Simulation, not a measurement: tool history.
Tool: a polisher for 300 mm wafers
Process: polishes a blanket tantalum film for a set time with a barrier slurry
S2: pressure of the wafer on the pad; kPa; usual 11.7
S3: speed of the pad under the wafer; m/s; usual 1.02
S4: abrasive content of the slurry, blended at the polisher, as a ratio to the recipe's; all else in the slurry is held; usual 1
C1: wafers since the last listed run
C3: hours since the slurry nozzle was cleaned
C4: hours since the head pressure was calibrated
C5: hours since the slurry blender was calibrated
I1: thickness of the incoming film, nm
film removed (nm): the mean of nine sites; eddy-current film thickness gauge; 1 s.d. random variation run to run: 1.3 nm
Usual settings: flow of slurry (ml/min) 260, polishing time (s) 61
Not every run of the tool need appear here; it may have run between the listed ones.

Run 1, hour 0: usual settings but S2 13.8 kPa; C1 0; wafers polished on this pad 2359; C3 186.8; C4 792.8; C5 217.6; I1 253.5. Result: film removed (nm) 97.9.
Run 2, hour 53.1: usual settings but S2 13.8 kPa; C1 604; wafers polished on this pad 2963; C3 239.9; C4 845.9; C5 270.7; I1 248.8. Result: film removed (nm) 96.3.
Run 3, hour 114.4: usual settings but S2 13.8 kPa; C1 697; wafers polished on this pad 3660; C3 301.2; C4 907.2; C5 332; I1 251.1. Result: film removed (nm) 97.4.
Run 4, hour 187.5: usual settings but S2 9.7 kPa, S3 1.22 m/s; C1 831; wafers polished on this pad 4492; C3 374.3; C4 980.3; C5 405.1; I1 249.5. Result: film removed (nm) 81.
At hour 211.1: slurry nozzle cleaned.
Run 5, hour 236.5: usual settings but S2 9.7 kPa, S3 1.22 m/s; C1 546; wafers polished on this pad 5038; C3 25.4; C4 1029.3; C5 454.1; I1 254.8. Result: film removed (nm) 79.9.
At hour 271.9: slurry blender recalibrated.
At hour 284.5: worn pad replaced by a new one.
Run 6, hour 394: usual settings but S4 1.2; C1 1723; wafers polished on this pad 1245; C3 182.9; C4 1186.8; C5 122.1; I1 249.9. Result: film removed (nm) 89.7.
At hour 406.3: head pressure recalibrated.
Run 7, hour 498.2: usual settings; C1 1162; wafers polished on this pad 2408; C3 287.1; C4 91.9; C5 226.3; I1 247.9. Result: film removed (nm) 84.5.
Run 8, hour 591.3: usual settings; C1 1059; wafers polished on this pad 3467; C3 380.2; C4 185; C5 319.4; I1 250.8. Result: film removed (nm) 81.1.
At hour 657: slurry blender recalibrated.
Run 9, hour 694.2: usual settings; C1 1147; wafers polished on this pad 4615; C3 483.1; C4 287.9; C5 37.2; I1 248. Result: film removed (nm) 89.
At hour 712.4: slurry nozzle cleaned.
Run 10, hour 740.2: usual settings; C1 511; wafers polished on this pad 5127; C3 27.8; C4 333.9; C5 83.2; I1 245.3. Result: film removed (nm) 85.8.
At hour 790: worn pad replaced by a new one.
Run 11, hour 814.1: usual settings; C1 795; wafers polished on this pad 273; C3 101.7; C4 407.8; C5 157.1; I1 247.3. Result: film removed (nm) 85.
Run 12, hour 868.5: usual settings; C1 618; wafers polished on this pad 892; C3 156.1; C4 462.2; C5 211.5; I1 245.8. Result: film removed (nm) 84.2.
Run 13, hour 921.6: usual settings; C1 604; wafers polished on this pad 1496; C3 209.2; C4 515.3; C5 264.6; I1 254.4. Result: film removed (nm) 82.6.
Run 14, hour 1021.9: usual settings but polishing time (s) 70; C1 1141; wafers polished on this pad 2638; C3 309.5; C4 615.6; C5 364.9; I1 250.7. Result: film removed (nm) 95.1.
At hour 1090.8: slurry blender recalibrated.
At hour 1099.8: slurry nozzle cleaned.
At hour 1262.2: worn pad replaced by a new one.
Run 15, hour 1306.2: usual settings but S4 0.9; C1 3155; wafers polished on this pad 500; C3 206.4; C4 899.9; C5 215.4; I1 252.3. Result: film removed (nm) 80.2.
Run 16, hour 1353.7: usual settings but S4 1.1; C1 540; wafers polished on this pad 1041; C3 253.9; C4 947.4; C5 262.9; I1 246.3. Result: film removed (nm) 85.8.
Run 17, hour 1450.4: usual settings but S4 1.2, polishing time (s) 52; C1 1100; wafers polished on this pad 2141; C3 350.6; C4 1044.1; C5 359.6; I1 253.2. Result: film removed (nm) 72.1.
At hour 1507.4: slurry nozzle cleaned.
Run 18, hour 1510: usual settings; C1 666; wafers polished on this pad 2808; C3 2.6; C4 1103.7; C5 419.2; I1 248.8. Result: film removed (nm) 80.4.
At hour 1517: slurry blender recalibrated.
Run 19, hour 1556: usual settings but S2 15.2 kPa; C1 500; wafers polished on this pad 3308; C3 48.6; C4 1149.7; C5 39; I1 249.6. Result: film removed (nm) 114.2.
At hour 1589.4: head pressure recalibrated.
Run 20, hour 1635: usual settings but S4 0.85; C1 876; wafers polished on this pad 4185; C3 127.6; C4 45.6; C5 118; I1 249.1. Result: film removed (nm) 83.4.
At hour 1643.3: worn pad replaced by a new one.
Run 21, hour 1698.5: usual settings; C1 676; wafers polished on this pad 628; C3 191.1; C4 109.1; C5 181.5; I1 247.2. Result: film removed (nm) 83.4.
Run 22, hour 1778.2: usual settings but flow of slurry (ml/min) 340, S4 0.85, polishing time (s) 69; C1 906; wafers polished on this pad 1535; C3 270.8; C4 188.8; C5 261.2; I1 249. Result: film removed (nm) 91.9.
Run 23, hour 1820.5: usual settings but polishing time (s) 43; C1 481; wafers polished on this pad 2016; C3 313.1; C4 231.1; C5 303.5; I1 251. Result: film removed (nm) 56.9.
Run 24, hour 1872.7: usual settings but flow of slurry (ml/min) 310, S4 1.1; C1 593; wafers polished on this pad 2610; C3 365.3; C4 283.3; C5 355.7; I1 249. Result: film removed (nm) 84.7.
At hour 1889.6: slurry nozzle cleaned.
Run 25, hour 1969.7: usual settings but S2 14.5 kPa; C1 1092; wafers polished on this pad 3702; C3 80.1; C4 380.3; C5 452.7; I1 251.8. Result: film removed (nm) 101.5.
At hour 1990.1: slurry blender recalibrated.
Run 26, hour 2086.5: usual settings but S2 9.7 kPa, S3 1.22 m/s; C1 1306; wafers polished on this pad 5008; C3 196.9; C4 497.1; C5 96.4; I1 248.9. Result: film removed (nm) 83.2.
At hour 2125.8: worn pad replaced by a new one.
Run 27, hour 2154.1: usual settings; C1 723; wafers polished on this pad 321; C3 264.5; C4 564.7; C5 164; I1 248.8. Result: film removed (nm) 87.
Run 28, hour 2215.8: usual settings but flow of slurry (ml/min) 345, S4 1.2; C1 701; wafers polished on this pad 1023; C3 326.2; C4 626.4; C5 225.7; I1 247.5. Result: film removed (nm) 90.3.

Branching from run 28: 3 alternative next runs. What would each branch give?
Run A, hour 2216.2: usual settings but S2 13.1 kPa; C1 4; wafers polished on this pad 1028; C3 326.6; C4 626.8; C5 226.1; I1 253.6. Result: film removed (nm) ?.
Run B, hour 2216.2: usual settings but S4 0.75, polishing time (s) 46; C1 4; wafers polished on this pad 1028; C3 326.6; C4 626.8; C5 226.1; I1 253.6. Result: film removed (nm) ?.
Run C, hour 2216.2: usual settings but S2 9.7 kPa; C1 4; wafers polished on this pad 1028; C3 326.6; C4 626.8; C5 226.1; I1 253.6. Result: film removed (nm) ?.

run  film removed (nm)
  A               93.8
  B               58.1
  C               69.1
With no hidden state in the tool, these same runs would have given:
run  film removed (nm)
  A              102.6
  B               64.5
  C               75.6
